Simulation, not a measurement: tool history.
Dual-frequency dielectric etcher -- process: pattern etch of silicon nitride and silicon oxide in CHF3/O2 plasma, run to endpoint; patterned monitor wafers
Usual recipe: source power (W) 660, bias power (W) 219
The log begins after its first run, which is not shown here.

run     day  source power (W)  bias power (W)  incoming incoming film thickness, nm  endpoint time (s)
  2   1.212               660             219                                 298.3              171.2
  3   2.571               660             219                                 297.7              172.1
  4   5.183               660             219                                 293.7              169.5
      8.862  -- wet clean of the chamber
  5   8.883               660             219                                 296.3              167.5
  6   9.150               660             219                                 297.6              167.9
  7  10.992               660             185                                 296.6              176.4
  8  13.079               660             219                                 297.8              169.3
     15.471  -- bias power generator calibrated
  9  20.442               660             219                                 297.4              171.5
 10  21.912               660             219                                 294.7              169.2
 11  24.542               660             219                                 297.7              171.1
     27.450  -- wet clean of the chamber
 12  27.471               760             219                                 297.6              163.8
 13  29.125               660             219                                 299.7              170.8
 14  30.900               660             185                                 296.1              176.6
 15  32.883               740             199                                 297.0              167.9
     39.204  -- source power generator calibrated
 16  39.229               660             219                                 297.4              169.5
 17  40.733               770             249                                 298.2              162.2

Expected results for the next run?
 18  43.638               660             219                                 297.6                  ?

{"run 18": {"endpoint time (s)": 172.3}}
With no hidden state in the tool, this same run would have given endpoint time (s) 168.7.

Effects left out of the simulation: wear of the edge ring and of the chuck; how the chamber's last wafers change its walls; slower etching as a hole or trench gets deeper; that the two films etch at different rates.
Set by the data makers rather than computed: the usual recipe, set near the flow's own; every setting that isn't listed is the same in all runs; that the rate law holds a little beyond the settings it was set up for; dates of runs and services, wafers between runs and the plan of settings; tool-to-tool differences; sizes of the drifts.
